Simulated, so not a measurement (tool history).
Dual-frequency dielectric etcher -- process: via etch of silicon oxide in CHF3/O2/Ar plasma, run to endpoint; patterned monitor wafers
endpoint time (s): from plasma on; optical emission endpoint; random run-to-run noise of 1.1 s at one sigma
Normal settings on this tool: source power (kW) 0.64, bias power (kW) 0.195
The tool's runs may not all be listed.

run,hour,source power (kW),bias power (kW),"incoming incoming film thickness, nm",endpoint time (s)
1,0,0.73,0.195,486,223.7
2,40.6,0.73,0.195,487,223.3
3,86.6,0.54,0.195,483.2,236.9
4,154.7,0.64,0.229,493,215.8
5,193.1,0.64,0.195,482.9,229.3
6,233.1,0.64,0.195,484.4,226.8
# hour 266.1: source power generator calibrated
7,292.9,0.72,0.195,485.4,219.7
# hour 336.7: upper electrode replaced
8,352,0.72,0.195,487.2,223.8
9,384,0.72,0.195,488.2,221.2
10,419.6,0.64,0.18,483.7,233.7
11,455.1,0.64,0.18,491.2,236.2
12,494.1,0.64,0.161,487.1,246.1
13,539.5,0.64,0.195,480.9,222.8
# hour 570.5: wet clean of the chamber
14,575.8,0.51,0.195,487.7,241.9
15,639.6,0.73,0.16,486.8,243.5
16,684.3,0.59,0.236,482.2,211.8
17,755.4,0.5,0.161,488.4,264.7
18,805.9,0.64,0.195,489.4,229.2
19,850.7,0.56,0.173,485.1,247.2
20,910.8,0.53,0.195,491.4,240.3
21,970.4,0.71,0.195,493.1,223.6
22,1031.1,0.6,0.16,483.4,249.7
# hour 1059.2: wet clean of the chamber
# hour 1067.5: bias power generator calibrated
23,1094.9,0.64,0.149,487.4,263.3
24,1121.3,0.53,0.234,487.3,220
25,1165.7,0.64,0.229,484.5,213.1
26,1221.4,0.64,0.195,482.5,228.9
27,1270.9,0.75,0.23,490,207.7
28,1322.9,0.64,0.195,486.3,228
29,1368.7,0.51,0.219,485.1,226.6
30,1430.7,0.64,0.153,484.8,253.8
31,1475.2,0.49,0.242,485.8,218
32,1541.6,0.51,0.17,483.5,254.4
33,1574.8,0.72,0.162,486.6,240.3
# hour 1630.8: wet clean of the chamber
34,1631.3,0.64,0.195,480.2,228.2
35,1656.5,0.58,0.195,483.6,233.9
36,1693.7,0.5,0.228,484,223.5

3 options for the next run, each taken on its own from the tool as it stands now. Forecast them:
A,1694.2,0.64,0.227,488.8,?
B,1694.2,0.7,0.195,488.8,?
C,1694.2,0.78,0.237,488.8,?

run,endpoint time (s)
A,215.2
B,226
C,201.8
Stripped of hidden state, with their random variation kept, the same runs would have yielded:
run,endpoint time (s)
A,216.3
B,227.1
C,202.9
